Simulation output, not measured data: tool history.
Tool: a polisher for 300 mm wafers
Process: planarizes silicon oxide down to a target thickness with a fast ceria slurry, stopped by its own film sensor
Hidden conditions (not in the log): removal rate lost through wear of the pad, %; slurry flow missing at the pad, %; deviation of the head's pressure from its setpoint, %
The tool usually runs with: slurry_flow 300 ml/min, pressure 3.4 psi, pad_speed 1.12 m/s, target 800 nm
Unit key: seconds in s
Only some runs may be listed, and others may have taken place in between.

run	hour	slurry_flow	pressure	pad_speed	target	wafers since the last listed run	wafers polished on this pad	hours since the slurry nozzle was cleaned	hours since the head pressure was calibrated	incoming thickness of the incoming film, nm	seconds
1	0.0	300	3.4	1.12	664	0	377	176.4	612.0	2070.6	75.3
2	29.8	340	4.1	1.12	800	196	574	206.2	641.8	2055.8	57.4
3	54.5	340	4.1	1.12	800	163	737	230.9	666.5	2092.9	58.5
# hour 78.8: worn pad replaced by a new one
4	80.8	300	3.4	1.12	800	147	13	257.2	692.8	2109.6	71.2
5	98.6	300	3.4	1.12	800	117	130	275.0	710.6	2122.7	71.6
# hour 101.9: slurry nozzle cleaned
6	175.4	300	3.4	1.12	800	500	631	73.5	787.4	2113.3	72.3
7	193.2	300	3.4	1.12	1151	117	748	91.3	805.2	2114.1	51.2
8	209.6	300	3.4	1.12	1151	108	857	107.7	821.6	2083.0	52.1
# hour 225.6: worn pad replaced by a new one
9	227.8	300	3.4	1.12	800	93	14	125.9	839.8	2081.7	69.6
10	242.3	300	3.4	1.12	800	95	110	140.4	854.3	2062.9	69.4
11	257.6	300	2.6	1.02	800	101	211	155.7	869.6	2088.6	100.0
12	277.3	300	2.6	1.02	800	130	341	175.4	889.3	2075.1	100.8
13	299.5	300	3.4	1.12	800	146	488	197.6	911.5	2051.9	67.1
14	343.7	300	3.4	1.12	800	291	780	241.8	955.7	2083.6	68.5
# hour 357.7: worn pad replaced by a new one
# hour 361.8: slurry nozzle cleaned
15	379.6	300	3.4	1.12	800	204	137	17.8	991.6	2084.0	71.3
16	402.1	235	3.0	1.36	800	148	286	40.3	1014.1	2089.3	67.3
17	433.6	300	3.4	1.12	986	207	494	71.8	1045.6	2120.5	61.9
# hour 448.5: head pressure recalibrated
18	465.1	390	4.0	1.12	477	194	689	103.3	16.6	2052.1	72.9
19	479.6	300	3.4	1.12	800	95	784	117.8	31.1	2044.2	67.9
# hour 495.0: worn pad replaced by a new one
20	499.2	300	3.4	1.12	1200	103	28	137.4	50.7	2104.5	49.4
21	529.2	380	2.9	1.12	530	198	226	167.4	80.7	2066.1	95.6
22	559.3	300	3.4	0.76	917	198	424	197.5	110.8	2122.6	95.4
23	584.7	300	3.4	1.12	800	167	592	222.9	136.2	2116.3	70.6
24	596.8	300	3.4	1.12	800	79	672	235.0	148.3	2064.8	69.3
25	623.0	300	3.4	1.12	800	172	845	261.2	174.5	2105.6	70.1
# hour 636.2: slurry nozzle cleaned
26	649.1	300	2.8	1.12	588	165	1011	12.9	200.6	2081.6	95.9
# hour 664.3: worn pad replaced by a new one
27	683.0	300	3.4	1.12	800	197	123	46.8	234.5	2057.3	67.2
28	711.8	300	4.3	1.12	800	190	313	75.6	263.3	2096.1	54.0
29	740.4	300	2.4	1.26	1150	188	502	104.2	291.9	2084.5	64.5
30	761.6	300	4.1	1.12	505	139	642	125.4	313.1	2112.8	71.0

Forecast each of these 3 alternatives for the next run:
A	762.0	200	3.4	1.12	800	2	645	125.8	313.5	2116.6	?
B	762.0	245	4.0	1.40	402	2	645	125.8	313.5	2116.6	?
C	762.0	395	3.4	1.26	800	2	645	125.8	313.5	2116.6	?

run	seconds
A	74.0
B	64.0
C	61.6
Had the tool no hidden state, the same runs would have come out as:
run	seconds
A	74.0
B	64.0
C	61.6

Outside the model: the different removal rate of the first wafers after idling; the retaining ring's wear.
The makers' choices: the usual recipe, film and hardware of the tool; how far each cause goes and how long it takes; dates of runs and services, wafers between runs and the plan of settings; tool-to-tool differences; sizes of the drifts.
